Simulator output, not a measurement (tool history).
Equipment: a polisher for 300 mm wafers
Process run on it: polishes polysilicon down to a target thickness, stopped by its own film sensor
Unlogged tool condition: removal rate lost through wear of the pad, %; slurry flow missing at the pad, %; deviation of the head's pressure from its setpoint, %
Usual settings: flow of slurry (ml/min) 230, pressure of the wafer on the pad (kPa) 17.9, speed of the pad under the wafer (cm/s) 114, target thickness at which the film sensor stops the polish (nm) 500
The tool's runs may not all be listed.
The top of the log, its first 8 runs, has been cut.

| run | day | flow of slurry (ml/min) | pressure of the wafer on the pad (kPa) | speed of the pad under the wafer (cm/s) | target thickness at which the film sensor stops the polish (nm) | wafers since the last listed run | wafers polished on this pad | hours since the slurry nozzle was cleaned | hours since the head pressure was calibrated | incoming thickness of the incoming film, nm | time until the film sensor stopped the polish (s) |
|---|---|---|---|---|---|---|---|---|---|---|---|
| 9 | 3.454 | 230 | 17.9 | 114 | 500 | 68 | 845 | 358.0 | 1121.8 | 1024.1 | 57.3 |
| 10 | 4.058 | 230 | 17.9 | 114 | 500 | 110 | 956 | 372.5 | 1136.3 | 1030.3 | 59.6 |
| 11 | 4.358 | 230 | 17.9 | 114 | 444 | 55 | 1011 | 379.7 | 1143.5 | 1036.6 | 65.7 |
| 12 | 4.871 | 230 | 17.9 | 114 | 444 | 94 | 1106 | 392.0 | 1155.8 | 1029.5 | 67.3 |
|  | 6.054 | head pressure recalibrated |
|  | 6.271 | worn pad replaced by a new one |
| 13 | 6.429 | 230 | 17.9 | 114 | 573 | 240 | 28 | 429.4 | 9.0 | 1034.3 | 50.6 |
| 14 | 6.721 | 230 | 17.9 | 114 | 500 | 53 | 82 | 436.4 | 16.0 | 1044.1 | 59.9 |
| 15 | 7.088 | 230 | 17.9 | 114 | 500 | 67 | 149 | 445.2 | 24.8 | 1044.0 | 60.7 |
| 16 | 7.350 | 230 | 17.9 | 114 | 500 | 48 | 198 | 451.5 | 31.1 | 1029.2 | 58.2 |
| 17 | 9.462 | 210 | 17.9 | 114 | 500 | 387 | 586 | 502.2 | 81.8 | 1044.0 | 57.7 |
| 18 | 9.979 | 185 | 17.9 | 154 | 429 | 94 | 680 | 514.6 | 94.2 | 1042.0 | 57.9 |
| 19 | 10.533 | 230 | 17.9 | 114 | 390 | 101 | 782 | 527.9 | 107.5 | 1040.9 | 74.2 |
| 20 | 10.996 | 180 | 22.1 | 104 | 500 | 84 | 867 | 539.0 | 118.6 | 1022.7 | 49.9 |
| 21 | 11.712 | 230 | 21.4 | 114 | 600 | 131 | 999 | 556.2 | 135.8 | 1048.2 | 42.2 |
| 22 | 12.246 | 255 | 22.1 | 126 | 316 | 97 | 1097 | 569.0 | 148.6 | 1053.5 | 64.3 |
|  | 12.421 | slurry nozzle cleaned |
| 23 | 12.588 | 230 | 21.4 | 114 | 600 | 55 | 1152 | 4.0 | 156.8 | 1052.4 | 44.2 |
| 24 | 13.150 | 230 | 17.9 | 114 | 385 | 103 | 1255 | 17.5 | 170.3 | 1039.4 | 75.5 |
| 25 | 13.596 | 230 | 14.5 | 114 | 500 | 81 | 1337 | 28.2 | 181.0 | 1062.6 | 82.4 |
| 26 | 13.858 | 230 | 17.9 | 114 | 413 | 48 | 1385 | 34.5 | 187.3 | 1038.9 | 76.6 |
|  | 14.150 | worn pad replaced by a new one |
| 27 | 14.575 | 230 | 17.9 | 114 | 439 | 101 | 78 | 51.7 | 204.5 | 1046.4 | 65.4 |
| 28 | 14.967 | 230 | 17.9 | 114 | 416 | 71 | 150 | 61.1 | 213.9 | 1025.8 | 66.5 |
| 29 | 15.658 | 285 | 14.5 | 94 | 408 | 127 | 277 | 77.7 | 230.5 | 1058.5 | 95.2 |
| 30 | 16.025 | 230 | 17.9 | 114 | 500 | 67 | 344 | 86.5 | 239.3 | 1039.2 | 58.3 |
| 31 | 16.571 | 230 | 17.9 | 114 | 500 | 100 | 444 | 99.6 | 252.4 | 1053.5 | 60.1 |
| 32 | 17.221 | 270 | 17.9 | 114 | 500 | 119 | 564 | 115.2 | 268.0 | 1046.3 | 59.4 |
| 33 | 17.692 | 230 | 17.9 | 76 | 432 | 86 | 650 | 126.5 | 279.3 | 1031.1 | 83.3 |

Branching from run 33: 3 alternative next runs. What would each branch give?
| A | 17.708 | 230 | 17.9 | 114 | 500 | 3 | 653 | 126.9 | 279.7 | 1031.2 | ? |
| B | 17.708 | 175 | 17.9 | 102 | 421 | 3 | 653 | 126.9 | 279.7 | 1031.2 | ? |
| C | 17.708 | 290 | 23.4 | 134 | 646 | 3 | 653 | 126.9 | 279.7 | 1031.2 | ? |

| run | time until the film sensor stopped the polish (s) |
|---|---|
| A | 58.3 |
| B | 73.0 |
| C | 28.8 |
Without the tool's unlogged condition, the same runs would have read:
| run | time until the film sensor stopped the polish (s) |
|---|---|
| A | 56.6 |
| B | 70.9 |
| C | 27.9 |
